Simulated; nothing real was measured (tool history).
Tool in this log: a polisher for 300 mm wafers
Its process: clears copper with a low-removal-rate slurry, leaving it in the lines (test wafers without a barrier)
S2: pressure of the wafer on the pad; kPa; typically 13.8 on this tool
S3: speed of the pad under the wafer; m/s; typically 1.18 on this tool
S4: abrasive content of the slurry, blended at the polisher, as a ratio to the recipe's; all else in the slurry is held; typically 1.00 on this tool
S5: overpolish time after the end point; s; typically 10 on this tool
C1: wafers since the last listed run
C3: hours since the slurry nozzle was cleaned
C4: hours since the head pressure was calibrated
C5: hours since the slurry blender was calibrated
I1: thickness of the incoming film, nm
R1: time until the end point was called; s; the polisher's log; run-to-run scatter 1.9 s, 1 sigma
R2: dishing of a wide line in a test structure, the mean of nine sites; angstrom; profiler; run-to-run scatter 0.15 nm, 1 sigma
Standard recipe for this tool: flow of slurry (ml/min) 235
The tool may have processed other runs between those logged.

{"run": 1, "hour": 0.0, "flow of slurry (ml/min)": 235, "S2": 13.8, "S3": 1.18, "S4": 1.0, "S5": 10, "C1": 0, "wafers polished on this pad": 909, "C3": 538.5, "C4": 178.1, "C5": 287.1, "I1": 243.6, "R1": 111.1, "R2": 142}
{"hour": 23.2, "done": "worn pad replaced by a new one"}
{"run": 2, "hour": 31.8, "flow of slurry (ml/min)": 235, "S2": 13.8, "S3": 1.18, "S4": 1.0, "S5": 10, "C1": 146, "wafers polished on this pad": 45, "C3": 570.3, "C4": 209.9, "C5": 318.9, "I1": 243.2, "R1": 107.3, "R2": 141}
{"run": 3, "hour": 59.7, "flow of slurry (ml/min)": 235, "S2": 13.8, "S3": 1.18, "S4": 1.0, "S5": 10, "C1": 147, "wafers polished on this pad": 193, "C3": 598.2, "C4": 237.8, "C5": 346.8, "I1": 243.2, "R1": 104.9, "R2": 143}
{"run": 4, "hour": 90.7, "flow of slurry (ml/min)": 235, "S2": 13.8, "S3": 1.18, "S4": 1.0, "S5": 10, "C1": 163, "wafers polished on this pad": 356, "C3": 629.2, "C4": 268.8, "C5": 377.8, "I1": 239.5, "R1": 104.8, "R2": 142}
{"run": 5, "hour": 105.9, "flow of slurry (ml/min)": 235, "S2": 13.8, "S3": 1.18, "S4": 1.0, "S5": 10, "C1": 80, "wafers polished on this pad": 437, "C3": 644.4, "C4": 284.0, "C5": 393.0, "I1": 242.1, "R1": 106.0, "R2": 143}
{"hour": 119.0, "done": "slurry blender recalibrated"}
{"run": 6, "hour": 137.8, "flow of slurry (ml/min)": 235, "S2": 13.8, "S3": 1.18, "S4": 1.0, "S5": 10, "C1": 157, "wafers polished on this pad": 595, "C3": 676.3, "C4": 315.9, "C5": 18.8, "I1": 241.0, "R1": 107.0, "R2": 143}
{"hour": 146.0, "done": "head pressure recalibrated"}
{"run": 7, "hour": 152.7, "flow of slurry (ml/min)": 235, "S2": 13.8, "S3": 1.18, "S4": 1.0, "S5": 10, "C1": 68, "wafers polished on this pad": 663, "C3": 691.2, "C4": 6.7, "C5": 33.7, "I1": 240.7, "R1": 107.3, "R2": 141}
{"run": 8, "hour": 179.4, "flow of slurry (ml/min)": 235, "S2": 13.8, "S3": 1.18, "S4": 1.0, "S5": 10, "C1": 141, "wafers polished on this pad": 804, "C3": 717.9, "C4": 33.4, "C5": 60.4, "I1": 243.3, "R1": 107.3, "R2": 141}
{"run": 9, "hour": 192.7, "flow of slurry (ml/min)": 235, "S2": 13.8, "S3": 1.18, "S4": 1.0, "S5": 10, "C1": 70, "wafers polished on this pad": 874, "C3": 731.2, "C4": 46.7, "C5": 73.7, "I1": 242.9, "R1": 106.7, "R2": 140}
{"hour": 207.1, "done": "slurry nozzle cleaned"}
{"hour": 217.0, "done": "worn pad replaced by a new one"}
{"run": 10, "hour": 217.5, "flow of slurry (ml/min)": 235, "S2": 13.8, "S3": 1.18, "S4": 1.0, "S5": 7, "C1": 104, "wafers polished on this pad": 2, "C3": 10.4, "C4": 71.5, "C5": 98.5, "I1": 240.2, "R1": 106.4, "R2": 103}
{"run": 11, "hour": 236.3, "flow of slurry (ml/min)": 235, "S2": 13.8, "S3": 1.18, "S4": 1.0, "S5": 7, "C1": 99, "wafers polished on this pad": 101, "C3": 29.2, "C4": 90.3, "C5": 117.3, "I1": 238.5, "R1": 105.5, "R2": 104}
{"run": 12, "hour": 269.3, "flow of slurry (ml/min)": 235, "S2": 13.8, "S3": 1.18, "S4": 0.8, "S5": 10, "C1": 174, "wafers polished on this pad": 276, "C3": 62.2, "C4": 123.3, "C5": 150.3, "I1": 239.2, "R1": 114.6, "R2": 135}
{"run": 13, "hour": 291.1, "flow of slurry (ml/min)": 215, "S2": 13.8, "S3": 1.18, "S4": 1.2, "S5": 10, "C1": 115, "wafers polished on this pad": 391, "C3": 84.0, "C4": 145.1, "C5": 172.1, "I1": 240.7, "R1": 103.6, "R2": 146}
{"run": 14, "hour": 321.8, "flow of slurry (ml/min)": 215, "S2": 13.8, "S3": 1.18, "S4": 1.2, "S5": 10, "C1": 162, "wafers polished on this pad": 553, "C3": 114.7, "C4": 175.8, "C5": 202.8, "I1": 243.6, "R1": 104.1, "R2": 146}
{"run": 15, "hour": 344.3, "flow of slurry (ml/min)": 235, "S2": 13.8, "S3": 1.18, "S4": 1.0, "S5": 10, "C1": 118, "wafers polished on this pad": 672, "C3": 137.2, "C4": 198.3, "C5": 225.3, "I1": 238.1, "R1": 104.6, "R2": 141}
{"run": 16, "hour": 361.7, "flow of slurry (ml/min)": 235, "S2": 13.8, "S3": 1.18, "S4": 1.0, "S5": 10, "C1": 91, "wafers polished on this pad": 764, "C3": 154.6, "C4": 215.7, "C5": 242.7, "I1": 242.6, "R1": 106.3, "R2": 143}
{"run": 17, "hour": 378.2, "flow of slurry (ml/min)": 200, "S2": 15.2, "S3": 0.96, "S4": 1.15, "S5": 10, "C1": 87, "wafers polished on this pad": 851, "C3": 171.1, "C4": 232.2, "C5": 259.2, "I1": 244.1, "R1": 113.0, "R2": 137}
{"run": 18, "hour": 399.6, "flow of slurry (ml/min)": 235, "S2": 13.8, "S3": 1.18, "S4": 1.0, "S5": 15, "C1": 113, "wafers polished on this pad": 964, "C3": 192.5, "C4": 253.6, "C5": 280.6, "I1": 239.7, "R1": 104.3, "R2": 196}
{"run": 19, "hour": 412.9, "flow of slurry (ml/min)": 235, "S2": 13.8, "S3": 1.18, "S4": 1.0, "S5": 10, "C1": 70, "wafers polished on this pad": 1035, "C3": 205.8, "C4": 266.9, "C5": 293.9, "I1": 239.7, "R1": 104.5, "R2": 143}
{"hour": 426.3, "done": "worn pad replaced by a new one"}
{"run": 20, "hour": 443.3, "flow of slurry (ml/min)": 235, "S2": 13.8, "S3": 1.18, "S4": 1.1, "S5": 4, "C1": 139, "wafers polished on this pad": 89, "C3": 236.2, "C4": 297.3, "C5": 324.3, "I1": 239.7, "R1": 105.9, "R2": 65}
{"hour": 447.3, "done": "head pressure recalibrated"}
{"hour": 473.8, "done": "slurry blender recalibrated"}
{"run": 21, "hour": 478.7, "flow of slurry (ml/min)": 255, "S2": 13.8, "S3": 0.94, "S4": 1.0, "S5": 10, "C1": 165, "wafers polished on this pad": 255, "C3": 271.6, "C4": 31.4, "C5": 4.9, "I1": 243.3, "R1": 129.0, "R2": 125}
{"run": 22, "hour": 503.0, "flow of slurry (ml/min)": 235, "S2": 13.8, "S3": 1.04, "S4": 0.7, "S5": 12, "C1": 128, "wafers polished on this pad": 383, "C3": 295.9, "C4": 55.7, "C5": 29.2, "I1": 238.3, "R1": 127.4, "R2": 141}

Expected results for the next run?
{"run": 23, "hour": 523.1, "flow of slurry (ml/min)": 280, "S2": 13.8, "S3": 1.04, "S4": 1.0, "S5": 7, "C1": 106, "wafers polished on this pad": 490, "C3": 316.0, "C4": 75.8, "C5": 49.3, "I1": 238.0, "R1": "?", "R2": "?"}

{"run 23": {"R1": 116.2, "R2": 98}}
The same run, on a tool lacking any hidden state, would have yielded R1 116.2 s, R2 98 angstrom.
